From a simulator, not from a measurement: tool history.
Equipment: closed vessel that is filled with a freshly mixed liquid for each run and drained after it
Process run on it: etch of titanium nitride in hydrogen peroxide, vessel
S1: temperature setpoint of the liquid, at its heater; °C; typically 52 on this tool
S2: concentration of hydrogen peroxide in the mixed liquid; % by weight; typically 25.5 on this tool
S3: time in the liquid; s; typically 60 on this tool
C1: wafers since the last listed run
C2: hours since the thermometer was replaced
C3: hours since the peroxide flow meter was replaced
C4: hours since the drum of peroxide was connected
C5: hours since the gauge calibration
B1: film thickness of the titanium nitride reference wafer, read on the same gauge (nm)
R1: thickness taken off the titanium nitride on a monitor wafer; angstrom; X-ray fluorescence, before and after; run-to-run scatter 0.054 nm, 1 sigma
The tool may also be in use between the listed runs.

run	hour	S1	S2	S3	C1	C2	C3	C4	C5	B1	R1
1	0	52	25.5	60	0	2020.8	321.7	900.5	48.7	110.17	58
2	39.7	52	25.5	60	4031	2060.5	361.4	940.2	88.4	110.15	57.2
3	99.5	52	25.5	60	6072	2120.3	421.2	1000	148.2	110.21	57.3
4	130.8	55.5	25.5	60	3178	2151.6	452.5	1031.3	179.5	110.29	73
5	162.4	55.5	25.5	60	3209	2183.2	484.1	1062.9	211.1	110.32	73
6	202.4	52	24	60	4062	2223.2	524.1	1102.9	251.1	110.39	56.4
7	251.3	52	24	60	4965	2272.1	573	1151.8	300	110.47	56.3
8	301.2	52	25.5	60	5067	2322	622.9	1201.7	349.9	110.63	58
9	361	52	25.5	60	6072	2381.8	682.7	1261.5	409.7	110.84	58.3
10	388.3	48	25.5	60	2772	2409.1	710	1288.8	437	110.94	43.7
11	425.4	48	25.5	60	3767	2446.2	747.1	1325.9	474.1	111.07	43
# hour 435.1: new drum of peroxide connected
12	484.8	48	25.5	60	5930	2505.6	806.5	49.7	533.5	111.33	43.4
# hour 549.7: thermometer replaced
13	555	52	30	60	7027	5.3	876.7	119.9	603.7	111.68	60.6
14	603.2	52	23.5	40	4894	53.5	924.9	168.1	651.9	111.88	38.4
15	636.1	52	20	60	3341	86.4	957.8	201	684.8	112.09	55.4
16	690.9	61	18.5	85	5565	141.2	1012.6	255.8	739.6	112.42	147.9
17	742.4	52	25.5	60	5229	192.7	1064.1	307.3	791.1	112.72	59.3
# hour 759: peroxide flow meter replaced
18	813.4	52	25.5	60	7108	263.7	54.4	378.3	862.1	113.25	58.9
19	870.1	60.5	28.5	40	5758	320.4	111.1	435	918.8	113.62	73.1
# hour 881.1: gauge calibrated
20	919.5	52	28.5	90	5016	369.8	160.5	484.4	38.4	110.11	87.6
21	988.3	61	21.5	85	6986	438.6	229.3	553.2	107.2	110.13	146.6
22	1048.4	49.5	18.5	90	6103	498.7	289.4	613.3	167.3	110.22	68.4
23	1076.1	54.5	28.5	85	2813	526.4	317.1	641	195	110.25	98.8
24	1130.1	52	25.5	60	5483	580.4	371.1	695	249	110.32	57.8

Hidden condition of the tool, last listed run before each entry between runs versus first listed run after:
Runs 11 to 12: new drum of peroxide connected (hour 435.1)
  gauge reads high (%): 0.963 -> 1.19
  measured less the result without the state, R1: +0.4 -> +0.5 angstrom
Runs 12 to 13: thermometer replaced (hour 549.7)
  gauge reads high (%): 1.19 -> 1.49
  measured less the result without the state, R1: +0.5 -> +0.9 angstrom
Runs 17 to 18: peroxide flow meter replaced (hour 759)
  gauge reads high (%): 2.48 -> 2.93
  measured less the result without the state, R1: +1.4 -> +1.7 angstrom
Runs 19 to 20: gauge calibrated (hour 881.1)
  gauge reads high (%): 3.31 -> 0.0736
  measured less the result without the state, R1: +2.4 -> +0 angstrom
